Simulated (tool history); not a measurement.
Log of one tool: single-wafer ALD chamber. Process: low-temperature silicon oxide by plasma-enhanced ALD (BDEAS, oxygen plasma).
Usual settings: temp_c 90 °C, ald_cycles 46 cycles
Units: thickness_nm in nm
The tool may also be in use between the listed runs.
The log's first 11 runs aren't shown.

run	hour	temp_c	ald_cycles	wafers since the last listed run	hours since the last thermocouple change	hours since the gauge calibration	read-back reference wafer on the same gauge, thickness_nm	thickness_nm
12	590.4	90	40	142	1526.3	1456.6	7.301	5.387
13	622.8	90	49	146	1558.7	1489	7.293	6.6
14	690.4	90	49	305	1626.3	1556.6	7.282	6.582
15	742.5	90	46	235	1678.4	1608.7	7.272	6.174
16	798.4	90	46	252	1734.3	1664.6	7.263	6.13
17	841.9	90	46	196	1777.8	1708.1	7.251	6.152
# hour 847.2: gauge calibrated
18	878.9	90	42	167	1814.8	31.7	7.45	5.749
19	948.2	90	42	313	1884.1	101	7.443	5.794
20	1011.4	90	46	285	1947.3	164.2	7.447	6.293
21	1050.1	90	46	174	1986	202.9	7.444	6.288
22	1074.7	78	46	111	2010.6	227.5	7.446	6.545
23	1129.4	90	46	247	2065.3	282.2	7.443	6.343
24	1165.1	99	53	161	2101	317.9	7.438	7.077
25	1204.5	79	55	177	2140.4	357.3	7.44	7.773
26	1252.5	85	39	216	2188.4	405.3	7.44	5.465
27	1283.4	105	55	139	2219.3	436.2	7.439	7.214
28	1340.8	103	49	259	2276.7	493.6	7.432	6.443
29	1403.8	76	46	284	2339.7	556.6	7.431	6.604
30	1457.9	97	53	244	2393.8	610.7	7.425	7.077
31	1490.3	78	46	146	2426.2	643.1	7.424	6.569
32	1531.8	90	46	187	2467.7	684.6	7.419	6.299

Run 33 comes next. What will it give?
33	1594	99	41	280	2529.9	746.8	?	?

read-back reference wafer on the same gauge, thickness_nm: 7.414
thickness_nm: 5.435 nm
Without the tool's hidden state the same run would have given thickness_nm 5.454 nm.
